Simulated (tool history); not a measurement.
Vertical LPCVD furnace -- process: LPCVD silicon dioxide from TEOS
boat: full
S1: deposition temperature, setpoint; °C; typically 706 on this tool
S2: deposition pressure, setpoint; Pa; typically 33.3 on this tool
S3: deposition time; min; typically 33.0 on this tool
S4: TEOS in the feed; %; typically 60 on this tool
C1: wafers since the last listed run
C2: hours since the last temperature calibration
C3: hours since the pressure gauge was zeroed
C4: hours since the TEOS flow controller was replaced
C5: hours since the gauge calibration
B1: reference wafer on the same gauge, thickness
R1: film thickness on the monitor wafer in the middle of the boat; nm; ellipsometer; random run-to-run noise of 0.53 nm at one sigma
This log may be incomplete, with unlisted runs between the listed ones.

{"run": 1, "day": 0.0, "S1": 706, "S2": 33.3, "S3": 33.0, "S4": 60, "C1": 0, "C2": 2767.8, "C3": 1517.4, "C4": 7138.0, "C5": 213.1, "B1": 262.17, "R1": 246.26}
{"run": 2, "day": 0.8, "S1": 706, "S2": 33.3, "S3": 33.0, "S4": 60, "C1": 381, "C2": 2787.0, "C3": 1536.6, "C4": 7157.2, "C5": 232.3, "B1": 262.01, "R1": 247.71}
{"run": 3, "day": 1.471, "S1": 706, "S2": 33.3, "S3": 33.0, "S4": 66, "C1": 319, "C2": 2803.1, "C3": 1552.7, "C4": 7173.3, "C5": 248.4, "B1": 262.05, "R1": 258.69}
{"run": 4, "day": 1.988, "S1": 706, "S2": 33.3, "S3": 33.0, "S4": 66, "C1": 246, "C2": 2815.5, "C3": 1565.1, "C4": 7185.7, "C5": 260.8, "B1": 262.15, "R1": 258.53}
{"run": 5, "day": 2.696, "S1": 706, "S2": 33.3, "S3": 33.0, "S4": 66, "C1": 337, "C2": 2832.5, "C3": 1582.1, "C4": 7202.7, "C5": 277.8, "B1": 262.15, "R1": 259.6}
{"run": 6, "day": 3.925, "S1": 706, "S2": 33.3, "S3": 33.0, "S4": 60, "C1": 585, "C2": 2862.0, "C3": 1611.6, "C4": 7232.2, "C5": 307.3, "B1": 261.86, "R1": 247.24}
{"run": 7, "day": 5.154, "S1": 706, "S2": 33.3, "S3": 33.0, "S4": 60, "C1": 585, "C2": 2891.5, "C3": 1641.1, "C4": 7261.7, "C5": 336.8, "B1": 262.0, "R1": 247.76}
{"day": 7.321, "done": "TEOS flow controller replaced"}
{"run": 8, "day": 7.342, "S1": 706, "S2": 33.3, "S3": 33.0, "S4": 60, "C1": 565, "C2": 2944.0, "C3": 1693.6, "C4": 0.5, "C5": 389.3, "B1": 262.03, "R1": 247.31}
{"run": 9, "day": 7.488, "S1": 706, "S2": 29.3, "S3": 38.0, "S4": 60, "C1": 69, "C2": 2947.5, "C3": 1697.1, "C4": 4.0, "C5": 392.8, "B1": 261.94, "R1": 266.24}
{"run": 10, "day": 8.142, "S1": 706, "S2": 29.3, "S3": 38.0, "S4": 60, "C1": 311, "C2": 2963.2, "C3": 1712.8, "C4": 19.7, "C5": 408.5, "B1": 261.88, "R1": 267.54}
{"run": 11, "day": 9.175, "S1": 706, "S2": 39.3, "S3": 33.0, "S4": 60, "C1": 492, "C2": 2988.0, "C3": 1737.6, "C4": 44.5, "C5": 433.3, "B1": 262.02, "R1": 268.53}
{"run": 12, "day": 10.462, "S1": 706, "S2": 28.7, "S3": 38.5, "S4": 60, "C1": 613, "C2": 3018.9, "C3": 1768.5, "C4": 75.4, "C5": 464.2, "B1": 262.07, "R1": 267.38}
{"day": 12.075, "done": "pressure gauge zeroed"}
{"run": 13, "day": 12.096, "S1": 706, "S2": 40.7, "S3": 45.0, "S4": 66, "C1": 301, "C2": 3058.1, "C3": 0.5, "C4": 114.6, "C5": 503.4, "B1": 261.96, "R1": 390.94}
{"run": 14, "day": 12.258, "S1": 706, "S2": 33.3, "S3": 33.0, "S4": 60, "C1": 77, "C2": 3062.0, "C3": 4.4, "C4": 118.5, "C5": 507.3, "B1": 261.8, "R1": 246.39}
{"run": 15, "day": 12.767, "S1": 706, "S2": 33.3, "S3": 33.0, "S4": 60, "C1": 242, "C2": 3074.2, "C3": 16.6, "C4": 130.7, "C5": 519.5, "B1": 261.89, "R1": 247.3}
{"day": 13.612, "done": "gauge calibrated"}
{"run": 16, "day": 16.117, "S1": 714, "S2": 33.3, "S3": 46.0, "S4": 60, "C1": 1596, "C2": 3154.6, "C3": 97.0, "C4": 211.1, "C5": 60.1, "B1": 262.05, "R1": 414.73}
{"day": 17.788, "done": "thermocouples replaced and temperature profile calibrated"}
{"run": 17, "day": 17.808, "S1": 700, "S2": 33.3, "S3": 20.5, "S4": 67, "C1": 329, "C2": 0.5, "C3": 137.6, "C4": 251.7, "C5": 100.7, "B1": 262.11, "R1": 130.57}
{"run": 18, "day": 18.342, "S1": 706, "S2": 33.3, "S3": 33.0, "S4": 52, "C1": 254, "C2": 13.3, "C3": 150.4, "C4": 264.5, "C5": 113.5, "B1": 261.92, "R1": 213.06}
{"run": 19, "day": 18.9, "S1": 716, "S2": 33.3, "S3": 33.0, "S4": 65, "C1": 266, "C2": 26.7, "C3": 163.8, "C4": 277.9, "C5": 126.9, "B1": 262.02, "R1": 298.93}
{"run": 20, "day": 20.308, "S1": 697, "S2": 36.0, "S3": 33.0, "S4": 65, "C1": 670, "C2": 60.5, "C3": 197.6, "C4": 311.7, "C5": 160.7, "B1": 262.01, "R1": 201.31}
{"run": 21, "day": 21.517, "S1": 711, "S2": 33.3, "S3": 25.5, "S4": 50, "C1": 575, "C2": 89.5, "C3": 226.6, "C4": 340.7, "C5": 189.7, "B1": 262.0, "R1": 181.77}
{"run": 22, "day": 22.942, "S1": 699, "S2": 33.3, "S3": 33.0, "S4": 60, "C1": 678, "C2": 123.7, "C3": 260.8, "C4": 374.9, "C5": 223.9, "B1": 261.89, "R1": 195.71}
{"run": 23, "day": 23.808, "S1": 711, "S2": 40.7, "S3": 27.5, "S4": 66, "C1": 412, "C2": 144.5, "C3": 281.6, "C4": 395.7, "C5": 244.7, "B1": 261.89, "R1": 249.22}
{"run": 24, "day": 24.442, "S1": 706, "S2": 33.3, "S3": 24.5, "S4": 53, "C1": 301, "C2": 159.7, "C3": 296.8, "C4": 410.9, "C5": 259.9, "B1": 261.89, "R1": 161.99}
{"run": 25, "day": 25.617, "S1": 706, "S2": 31.3, "S3": 33.0, "S4": 66, "C1": 559, "C2": 187.9, "C3": 325.0, "C4": 439.1, "C5": 288.1, "B1": 261.95, "R1": 235.57}
{"run": 26, "day": 26.617, "S1": 697, "S2": 39.3, "S3": 26.5, "S4": 72, "C1": 476, "C2": 211.9, "C3": 349.0, "C4": 463.1, "C5": 312.1, "B1": 262.17, "R1": 179.8}
{"run": 27, "day": 27.858, "S1": 706, "S2": 33.3, "S3": 33.0, "S4": 60, "C1": 591, "C2": 241.7, "C3": 378.8, "C4": 492.9, "C5": 341.9, "B1": 262.1, "R1": 231.85}
{"run": 28, "day": 28.362, "S1": 706, "S2": 33.3, "S3": 33.0, "S4": 52, "C1": 240, "C2": 253.8, "C3": 390.9, "C4": 505.0, "C5": 354.0, "B1": 261.98, "R1": 215.64}
{"run": 29, "day": 28.892, "S1": 715, "S2": 27.3, "S3": 26.0, "S4": 54, "C1": 252, "C2": 266.5, "C3": 403.6, "C4": 517.7, "C5": 366.7, "B1": 262.08, "R1": 192.69}
{"run": 30, "day": 29.5, "S1": 706, "S2": 33.3, "S3": 33.0, "S4": 60, "C1": 289, "C2": 281.1, "C3": 418.2, "C4": 532.3, "C5": 381.3, "B1": 262.07, "R1": 232.7}
{"run": 31, "day": 30.129, "S1": 706, "S2": 33.3, "S3": 33.0, "S4": 60, "C1": 299, "C2": 296.2, "C3": 433.3, "C4": 547.4, "C5": 396.4, "B1": 262.07, "R1": 233.49}

Describe how what the log doesn't record of the tool's condition differs between the last listed run preceding each entry between runs and the first listed run following it.
In the gap between runs 7 and 8: TEOS flow controller replaced (day 7.321)
  true tube temperature minus thermocouple reading, K: 3.57 -> 3.59
  measured less the result without the state, R1: +19.45 -> +19.49 nm
In the gap between runs 12 and 13: pressure gauge zeroed (day 12.075)
  true tube temperature minus thermocouple reading, K: 3.6 -> 3.61
  measured less the result without the state, R1: +21.17 -> +31.03 nm
In the gap between runs 15 and 16: gauge calibrated (day 13.612)
  true tube temperature minus thermocouple reading, K: 3.62 -> 3.64
  measured less the result without the state, R1: +19.65 -> +32.60 nm
In the gap between runs 16 and 17: thermocouples replaced and temperature profile calibrated (day 17.788)
  true tube temperature minus thermocouple reading, K: 3.64 -> 0.19
  measured less the result without the state, R1: +32.60 -> +0.57 nm
